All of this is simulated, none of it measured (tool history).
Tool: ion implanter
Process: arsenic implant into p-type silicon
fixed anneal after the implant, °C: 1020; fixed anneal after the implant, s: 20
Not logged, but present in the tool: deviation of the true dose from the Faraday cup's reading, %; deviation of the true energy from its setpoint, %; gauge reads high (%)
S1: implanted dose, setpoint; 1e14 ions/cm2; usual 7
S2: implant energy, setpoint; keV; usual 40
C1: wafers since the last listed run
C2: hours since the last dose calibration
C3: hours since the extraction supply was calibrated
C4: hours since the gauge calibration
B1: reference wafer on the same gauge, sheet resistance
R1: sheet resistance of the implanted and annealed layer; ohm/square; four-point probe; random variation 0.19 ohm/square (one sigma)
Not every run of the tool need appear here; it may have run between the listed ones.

Run 1, hour 0: usual settings; C1 0; C2 1826.1; C3 5102.7; C4 522.8; B1 127.02. Result: R1 125.2 ohm/square.
Run 2, hour 67.6: usual settings; C1 868; C2 1893.7; C3 5170.3; C4 590.4; B1 127.02. Result: R1 124.94 ohm/square.
Run 3, hour 130.8: usual settings; C1 812; C2 1956.9; C3 5233.5; C4 653.6; B1 126.97. Result: R1 124.54 ohm/square.
Run 4, hour 158.4: usual settings; C1 354; C2 1984.5; C3 5261.1; C4 681.2; B1 127. Result: R1 124.43 ohm/square.
Run 5, hour 194.9: usual settings; C1 469; C2 2021; C3 5297.6; C4 717.7; B1 127.01. Result: R1 124.85 ohm/square.
Run 6, hour 246.2: usual settings; C1 659; C2 2072.3; C3 5348.9; C4 769; B1 127. Result: R1 124.29 ohm/square.
Run 7, hour 296: usual settings; C1 639; C2 2122.1; C3 5398.7; C4 818.8; B1 126.99. Result: R1 124.54 ohm/square.
Run 8, hour 346.4: usual settings; C1 647; C2 2172.5; C3 5449.1; C4 869.2; B1 127.03. Result: R1 123.86 ohm/square.
At hour 368.3: gauge calibrated.
At hour 401.8: Faraday cup replaced and dose calibrated.
Run 9, hour 414.7: usual settings; C1 774; C2 12.9; C3 5517.4; C4 46.4; B1 127.01. Result: R1 128.41 ohm/square.
Run 10, hour 471.9: usual settings but S1 7.71 1e14 ions/cm2, S2 52 keV; C1 734; C2 70.1; C3 5574.6; C4 103.6; B1 127.04. Result: R1 114.79 ohm/square.

Run 11 is up next; what results do you expect?
At hour 518.7: extraction supply calibrated.
Run 11, hour 526.5: usual settings but S1 8.2 1e14 ions/cm2, S2 27 keV; C1 598; C2 124.7; C3 7.8; C4 158.2; B1 ?. Result: R1 ?.

B1: 126.99
R1: 122.2 ohm/square
Were there no unlogged condition in the tool, this run, its random variation unchanged, would have produced R1 122.9 ohm/square.
